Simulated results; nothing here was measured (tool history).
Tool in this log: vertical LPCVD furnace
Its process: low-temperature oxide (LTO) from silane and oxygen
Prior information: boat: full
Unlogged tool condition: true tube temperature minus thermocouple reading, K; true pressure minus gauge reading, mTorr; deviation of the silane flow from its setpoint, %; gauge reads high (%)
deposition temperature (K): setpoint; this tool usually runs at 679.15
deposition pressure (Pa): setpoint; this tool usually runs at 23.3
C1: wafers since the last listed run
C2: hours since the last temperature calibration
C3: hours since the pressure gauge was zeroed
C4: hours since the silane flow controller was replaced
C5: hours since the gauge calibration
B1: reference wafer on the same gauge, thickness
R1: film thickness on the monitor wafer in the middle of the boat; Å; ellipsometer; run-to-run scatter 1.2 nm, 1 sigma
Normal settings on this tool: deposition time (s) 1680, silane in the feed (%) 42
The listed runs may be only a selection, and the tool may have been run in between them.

run 1 hour=0 | deposition_temperature_(K)=679.15 deposition_pressure_(Pa)=23.3 deposition_time_(s)=1680 silane_in_the_feed_(%)=42 | C1=0 C2=4206.9 C3=3692.6 C4=3162.3 C5=127.8 | B1=248.23 | R1=2145.4
run 2 hour=46.7 | deposition_temperature_(K)=676.15 deposition_pressure_(Pa)=23.3 deposition_time_(s)=1260 silane_in_the_feed_(%)=42 | C1=689 C2=4253.6 C3=3739.3 C4=3209 C5=174.5 | B1=247.45 | R1=1576.7
run 3 hour=100.8 | deposition_temperature_(K)=676.15 deposition_pressure_(Pa)=23.3 deposition_time_(s)=1260 silane_in_the_feed_(%)=42 | C1=799 C2=4307.7 C3=3793.4 C4=3263.1 C5=228.6 | B1=248.15 | R1=1552.4
run 4 hour=137 | deposition_temperature_(K)=679.15 deposition_pressure_(Pa)=23.3 deposition_time_(s)=1680 silane_in_the_feed_(%)=42 | C1=534 C2=4343.9 C3=3829.6 C4=3299.3 C5=264.8 | B1=248.22 | R1=2160.8
run 5 hour=182.8 | deposition_temperature_(K)=679.15 deposition_pressure_(Pa)=23.3 deposition_time_(s)=1680 silane_in_the_feed_(%)=42 | C1=676 C2=4389.7 C3=3875.4 C4=3345.1 C5=310.6 | B1=247.85 | R1=2144.3
run 6 hour=244.8 | deposition_temperature_(K)=679.15 deposition_pressure_(Pa)=23.3 deposition_time_(s)=1680 silane_in_the_feed_(%)=42 | C1=915 C2=4451.7 C3=3937.4 C4=3407.1 C5=372.6 | B1=247.88 | R1=2173.5
run 7 hour=312.3 | deposition_temperature_(K)=682.15 deposition_pressure_(Pa)=23.3 deposition_time_(s)=1230 silane_in_the_feed_(%)=42 | C1=996 C2=4519.2 C3=4004.9 C4=3474.6 C5=440.1 | B1=248.18 | R1=1646.5
-- hour=344.9 thermocouples replaced and temperature profile calibrated
-- hour=353.3 silane flow controller replaced
run 8 hour=357.6 | deposition_temperature_(K)=682.15 deposition_pressure_(Pa)=23.3 deposition_time_(s)=1230 silane_in_the_feed_(%)=42 | C1=189 C2=12.7 C3=4050.2 C4=4.3 C5=485.4 | B1=247.71 | R1=1653
run 9 hour=394.5 | deposition_temperature_(K)=682.15 deposition_pressure_(Pa)=23.3 deposition_time_(s)=1230 silane_in_the_feed_(%)=42 | C1=545 C2=49.6 C3=4087.1 C4=41.2 C5=522.3 | B1=248.14 | R1=1628.5
run 10 hour=434.8 | deposition_temperature_(K)=679.15 deposition_pressure_(Pa)=23.3 deposition_time_(s)=1680 silane_in_the_feed_(%)=46 | C1=595 C2=89.9 C3=4127.4 C4=81.5 C5=562.6 | B1=248.24 | R1=2378.4
run 11 hour=469.1 | deposition_temperature_(K)=679.15 deposition_pressure_(Pa)=23.3 deposition_time_(s)=1680 silane_in_the_feed_(%)=42 | C1=506 C2=124.2 C3=4161.7 C4=115.8 C5=596.9 | B1=247.57 | R1=2167.5
run 12 hour=504.3 | deposition_temperature_(K)=679.15 deposition_pressure_(Pa)=28 deposition_time_(s)=1950 silane_in_the_feed_(%)=48 | C1=519 C2=159.4 C3=4196.9 C4=151 C5=632.1 | B1=248.45 | R1=3450.4
run 13 hour=544.6 | deposition_temperature_(K)=679.15 deposition_pressure_(Pa)=25.3 deposition_time_(s)=1680 silane_in_the_feed_(%)=42 | C1=595 C2=199.7 C3=4237.2 C4=191.3 C5=672.4 | B1=247.89 | R1=2361.7
-- hour=609.1 gauge calibrated
-- hour=619.9 pressure gauge zeroed
run 14 hour=620.4 | deposition_temperature_(K)=679.15 deposition_pressure_(Pa)=20.7 deposition_time_(s)=1680 silane_in_the_feed_(%)=42 | C1=765 C2=275.5 C3=0.5 C4=267.1 C5=11.3 | B1=248.49 | R1=1906.2
run 15 hour=649.4 | deposition_temperature_(K)=679.15 deposition_pressure_(Pa)=23.3 deposition_time_(s)=1680 silane_in_the_feed_(%)=42 | C1=428 C2=304.5 C3=29.5 C4=296.1 C5=40.3 | B1=247.84 | R1=2150
run 16 hour=692.2 | deposition_temperature_(K)=672.15 deposition_pressure_(Pa)=28 deposition_time_(s)=1110 silane_in_the_feed_(%)=45 | C1=632 C2=347.3 C3=72.3 C4=338.9 C5=83.1 | B1=247.47 | R1=1716.6
run 17 hour=764.1 | deposition_temperature_(K)=675.15 deposition_pressure_(Pa)=23.3 deposition_time_(s)=1890 silane_in_the_feed_(%)=46 | C1=1061 C2=419.2 C3=144.2 C4=410.8 C5=155 | B1=248.19 | R1=2573.3
run 18 hour=809.3 | deposition_temperature_(K)=679.15 deposition_pressure_(Pa)=23.3 deposition_time_(s)=1680 silane_in_the_feed_(%)=42 | C1=667 C2=464.4 C3=189.4 C4=456 C5=200.2 | B1=247.7 | R1=2164.7
run 19 hour=854 | deposition_temperature_(K)=672.15 deposition_pressure_(Pa)=28 deposition_time_(s)=1320 silane_in_the_feed_(%)=42 | C1=660 C2=509.1 C3=234.1 C4=500.7 C5=244.9 | B1=247.9 | R1=1892.2
run 20 hour=899.2 | deposition_temperature_(K)=679.15 deposition_pressure_(Pa)=20 deposition_time_(s)=1680 silane_in_the_feed_(%)=42 | C1=667 C2=554.3 C3=279.3 C4=545.9 C5=290.1 | B1=248.03 | R1=1842.1

The next listed run, before its measurement:
run 21 hour=964.1 | deposition_temperature_(K)=670.15 deposition_pressure_(Pa)=26 deposition_time_(s)=1680 silane_in_the_feed_(%)=46 | C1=958 C2=619.2 C3=344.2 C4=610.8 C5=355 | B1=? | R1=?

Run 21 gave B1 247.85, R1 2404.9 Å.
With no hidden state in the tool, this same run would have given R1 2404.9 Å.
